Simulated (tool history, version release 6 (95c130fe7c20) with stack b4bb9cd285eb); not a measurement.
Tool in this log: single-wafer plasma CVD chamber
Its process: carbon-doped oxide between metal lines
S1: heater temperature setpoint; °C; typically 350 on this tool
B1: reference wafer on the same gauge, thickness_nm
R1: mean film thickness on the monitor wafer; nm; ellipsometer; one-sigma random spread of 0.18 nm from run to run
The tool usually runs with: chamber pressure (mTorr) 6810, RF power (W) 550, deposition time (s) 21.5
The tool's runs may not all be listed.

run 1 hour=0.0 | S1=350 chamber_pressure_(mTorr)=6810 RF_power_(W)=610 deposition_time_(s)=21.5 | B1=104.987 | R1=117.529
run 2 hour=20.0 | S1=350 chamber_pressure_(mTorr)=5550 RF_power_(W)=550 deposition_time_(s)=21.5 | B1=104.966 | R1=107.107
-- hour=37.6 showerhead replaced
run 3 hour=45.8 | S1=350 chamber_pressure_(mTorr)=5550 RF_power_(W)=550 deposition_time_(s)=21.5 | B1=105.009 | R1=106.718
run 4 hour=76.3 | S1=350 chamber_pressure_(mTorr)=6810 RF_power_(W)=550 deposition_time_(s)=21.5 | B1=105.024 | R1=109.561
run 5 hour=104.3 | S1=363 chamber_pressure_(mTorr)=6810 RF_power_(W)=440 deposition_time_(s)=24.6 | B1=105.061 | R1=99.999
run 6 hour=125.1 | S1=336 chamber_pressure_(mTorr)=6010 RF_power_(W)=550 deposition_time_(s)=24.2 | B1=105.068 | R1=126.807
run 7 hour=154.4 | S1=339 chamber_pressure_(mTorr)=6810 RF_power_(W)=550 deposition_time_(s)=21.5 | B1=105.009 | R1=112.943
run 8 hour=190.3 | S1=350 chamber_pressure_(mTorr)=6370 RF_power_(W)=550 deposition_time_(s)=19.9 | B1=104.934 | R1=100.651
run 9 hour=222.1 | S1=363 chamber_pressure_(mTorr)=8060 RF_power_(W)=550 deposition_time_(s)=21.5 | B1=104.987 | R1=106.476
run 10 hour=251.7 | S1=350 chamber_pressure_(mTorr)=5400 RF_power_(W)=585 deposition_time_(s)=19.8 | B1=105.055 | R1=102.643
run 11 hour=280.6 | S1=350 chamber_pressure_(mTorr)=6810 RF_power_(W)=630 deposition_time_(s)=21.5 | B1=105.042 | R1=120.463
-- hour=308.8 thermocouple changed; heater temperature recalibrated
run 12 hour=314.7 | S1=343 chamber_pressure_(mTorr)=6810 RF_power_(W)=480 deposition_time_(s)=21.5 | B1=105.005 | R1=101.750
run 13 hour=349.3 | S1=362 chamber_pressure_(mTorr)=6810 RF_power_(W)=590 deposition_time_(s)=21.5 | B1=105.029 | R1=112.942
-- hour=359.7 capacitance manometer re-zeroed and calibrated
run 14 hour=372.1 | S1=350 chamber_pressure_(mTorr)=5260 RF_power_(W)=550 deposition_time_(s)=21.5 | B1=105.065 | R1=107.907
run 15 hour=404.0 | S1=350 chamber_pressure_(mTorr)=6810 RF_power_(W)=550 deposition_time_(s)=21.5 | B1=104.978 | R1=110.916
-- hour=424.1 RF generator calibrated
run 16 hour=425.7 | S1=359 chamber_pressure_(mTorr)=6810 RF_power_(W)=460 deposition_time_(s)=21.5 | B1=105.000 | R1=95.029
run 17 hour=441.2 | S1=350 chamber_pressure_(mTorr)=6810 RF_power_(W)=550 deposition_time_(s)=21.5 | B1=104.995 | R1=112.009
run 18 hour=461.1 | S1=336 chamber_pressure_(mTorr)=6810 RF_power_(W)=580 deposition_time_(s)=21.5 | B1=105.069 | R1=122.359
run 19 hour=493.0 | S1=350 chamber_pressure_(mTorr)=6810 RF_power_(W)=550 deposition_time_(s)=21.5 | B1=105.008 | R1=112.130
run 20 hour=507.7 | S1=362 chamber_pressure_(mTorr)=6810 RF_power_(W)=550 deposition_time_(s)=21.5 | B1=105.043 | R1=108.186
run 21 hour=574.9 | S1=350 chamber_pressure_(mTorr)=6810 RF_power_(W)=635 deposition_time_(s)=17.3 | B1=105.071 | R1=100.273
run 22 hour=645.5 | S1=350 chamber_pressure_(mTorr)=8240 RF_power_(W)=490 deposition_time_(s)=21.5 | B1=104.990 | R1=103.494
run 23 hour=676.2 | S1=362 chamber_pressure_(mTorr)=6810 RF_power_(W)=590 deposition_time_(s)=21.5 | B1=104.969 | R1=113.610
run 24 hour=705.2 | S1=339 chamber_pressure_(mTorr)=6810 RF_power_(W)=550 deposition_time_(s)=18.6 | B1=105.013 | R1=100.365
run 25 hour=727.5 | S1=350 chamber_pressure_(mTorr)=7800 RF_power_(W)=655 deposition_time_(s)=25.2 | B1=104.943 | R1=149.131
run 26 hour=743.3 | S1=350 chamber_pressure_(mTorr)=7750 RF_power_(W)=635 deposition_time_(s)=21.5 | B1=104.998 | R1=124.509
run 27 hour=761.8 | S1=357 chamber_pressure_(mTorr)=6810 RF_power_(W)=590 deposition_time_(s)=18.6 | B1=104.971 | R1=99.583

5 ways to go on from here, each from the tool as it stands after run 27. What would each give?
run A hour=762.2 | S1=350 chamber_pressure_(mTorr)=6810 RF_power_(W)=550 deposition_time_(s)=17.5 | B1=? | R1=?
run B hour=762.2 | S1=356 chamber_pressure_(mTorr)=6350 RF_power_(W)=485 deposition_time_(s)=19.5 | B1=? | R1=?
run C hour=762.2 | S1=346 chamber_pressure_(mTorr)=7960 RF_power_(W)=550 deposition_time_(s)=21.5 | B1=? | R1=?
run D hour=762.2 | S1=350 chamber_pressure_(mTorr)=7290 RF_power_(W)=445 deposition_time_(s)=21.5 | B1=? | R1=?
run E hour=762.2 | S1=361 chamber_pressure_(mTorr)=7700 RF_power_(W)=550 deposition_time_(s)=23.1 | B1=? | R1=?

run=A B1=104.967 R1=90.757
run=B B1=104.967 R1=89.514
run=C B1=104.967 R1=113.681
run=D B1=104.967 R1=93.850
run=E B1=104.967 R1=116.486
The same runs, with their run-to-run variation unchanged, on a tool lacking any hidden condition would have given:
run=A R1=91.871
run=B R1=90.619
run=C R1=115.122
run=D R1=95.136
run=E R1=117.863
